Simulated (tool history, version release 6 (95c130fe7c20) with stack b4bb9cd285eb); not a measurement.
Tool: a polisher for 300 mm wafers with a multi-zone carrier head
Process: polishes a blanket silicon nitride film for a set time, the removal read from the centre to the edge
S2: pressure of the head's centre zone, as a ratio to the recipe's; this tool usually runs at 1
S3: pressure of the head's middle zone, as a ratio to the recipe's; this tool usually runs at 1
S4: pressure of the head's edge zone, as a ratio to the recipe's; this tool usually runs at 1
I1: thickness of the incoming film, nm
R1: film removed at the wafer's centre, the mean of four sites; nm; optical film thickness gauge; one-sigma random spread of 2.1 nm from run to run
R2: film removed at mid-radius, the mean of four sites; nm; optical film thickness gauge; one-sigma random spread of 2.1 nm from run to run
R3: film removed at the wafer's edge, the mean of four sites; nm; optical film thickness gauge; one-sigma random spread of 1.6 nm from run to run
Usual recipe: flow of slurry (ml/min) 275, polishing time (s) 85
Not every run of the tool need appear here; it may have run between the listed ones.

Run 1, hour 0: usual settings but flow of slurry (ml/min) 200, S3 1.04, S4 1.06, polishing time (s) 62; I1 719.8. Result: R1 107.7 nm, R2 111.4 nm, R3 111.1 nm.
Run 2, hour 19.7: usual settings but S3 0.91, S4 1.08; I1 728.5. Result: R1 147.1 nm, R2 134.5 nm, R3 154.7 nm.
Run 3, hour 33.1: usual settings; I1 730.7. Result: R1 145.4 nm, R2 147.9 nm, R3 148.5 nm.
Run 4, hour 68.7: usual settings but S3 0.96; I1 721.8. Result: R1 144.7 nm, R2 142.7 nm, R3 144 nm.
Run 5, hour 86.9: usual settings but S4 0.94; I1 724.6. Result: R1 140 nm, R2 140.4 nm, R3 139.9 nm.
Run 6, hour 113.6: usual settings but S3 1.03, polishing time (s) 57; I1 721.8. Result: R1 94.9 nm, R2 95.1 nm, R3 92.2 nm.
At hour 117.9: slurry nozzle cleaned.
At hour 124.7: worn pad replaced by a new one, of another model than before.
Run 7, hour 147.6: usual settings but flow of slurry (ml/min) 305, S2 1.09, S4 1.06, polishing time (s) 68; I1 733.2. Result: R1 139.7 nm, R2 130.8 nm, R3 133.2 nm.
Run 8, hour 167.4: usual settings; I1 730.8. Result: R1 160.1 nm, R2 164.5 nm, R3 163.3 nm.
Run 9, hour 200.3: usual settings but flow of slurry (ml/min) 210, S2 0.89; I1 730.4. Result: R1 145.5 nm, R2 155.8 nm, R3 155 nm.
Run 10, hour 227.9: usual settings but S2 0.94, S3 1.07; I1 729.8. Result: R1 147.6 nm, R2 166.6 nm, R3 156.6 nm.
Run 11, hour 242.8: usual settings but flow of slurry (ml/min) 320, polishing time (s) 71; I1 720.1. Result: R1 130.1 nm, R2 127.8 nm, R3 130.1 nm.
Run 12, hour 272.4: usual settings but flow of slurry (ml/min) 185, polishing time (s) 70; I1 726.9. Result: R1 123.6 nm, R2 126.8 nm, R3 125 nm.
At hour 327.7: slurry nozzle cleaned.
At hour 357.8: worn pad replaced by a new one.
Run 13, hour 378.2: usual settings; I1 728.4. Result: R1 156.7 nm, R2 161 nm, R3 163.5 nm.
Run 14, hour 397.2: usual settings; I1 735.7. Result: R1 158.9 nm, R2 163.3 nm, R3 162.3 nm.
At hour 434.2: carrier head's membrane replaced by a new one.
Run 15, hour 434.7: usual settings but flow of slurry (ml/min) 240; I1 726.9. Result: R1 154.1 nm, R2 155.4 nm, R3 153.9 nm.
Run 16, hour 450.2: usual settings but S4 0.94; I1 721.6. Result: R1 152 nm, R2 151.5 nm, R3 151.3 nm.
At hour 479.1: edge zone pressure recalibrated.
Run 17, hour 490.9: usual settings but flow of slurry (ml/min) 340; I1 721.9. Result: R1 154 nm, R2 152.5 nm, R3 155.2 nm.
Run 18, hour 514.8: usual settings; I1 741.2. Result: R1 151 nm, R2 150.3 nm, R3 147.3 nm.
Run 19, hour 543.8: usual settings; I1 727.2. Result: R1 144.6 nm, R2 146 nm, R3 148 nm.
Run 20, hour 557.8: usual settings but S3 0.93; I1 714.9. Result: R1 142.6 nm, R2 135.7 nm, R3 148.5 nm.
At hour 576.8: slurry nozzle cleaned.
At hour 580.5: worn pad replaced by a new one.
Run 21, hour 581: usual settings but flow of slurry (ml/min) 210, S2 0.96; I1 725.3. Result: R1 155 nm, R2 157.5 nm, R3 163.1 nm.
Run 22, hour 606.1: usual settings but S2 0.92, S4 0.94; I1 730.1. Result: R1 151 nm, R2 160.4 nm, R3 157.5 nm.

4 options for the next run, each taken on its own from the tool as it stands now. Forecast them:
Run A, hour 606.6: usual settings but S3 0.92; I1 723.9. Result: R1 ?, R2 ?, R3 ?.
Run B, hour 606.6: usual settings but S2 0.9, S4 0.91; I1 723.9. Result: R1 ?, R2 ?, R3 ?.
Run C, hour 606.6: usual settings but S3 1.03; I1 723.9. Result: R1 ?, R2 ?, R3 ?.
Run D, hour 606.6: usual settings but S2 1.09, S3 1.07, S4 0.96, polishing time (s) 95; I1 723.9. Result: R1 ?, R2 ?, R3 ?.

run     R1     R2     R3
  A  159.3  149.2    161
  B  148.2  160.1    155
  C  159.5    164  160.8
  D  189.6  189.3  176.7
What these runs would have given with no unlogged condition in the tool:
run     R1     R2     R3
  A  163.6  153.2  165.4
  B  152.2  164.4  159.2
  C  163.8  168.5  165.1
  D  194.7  194.5  181.5
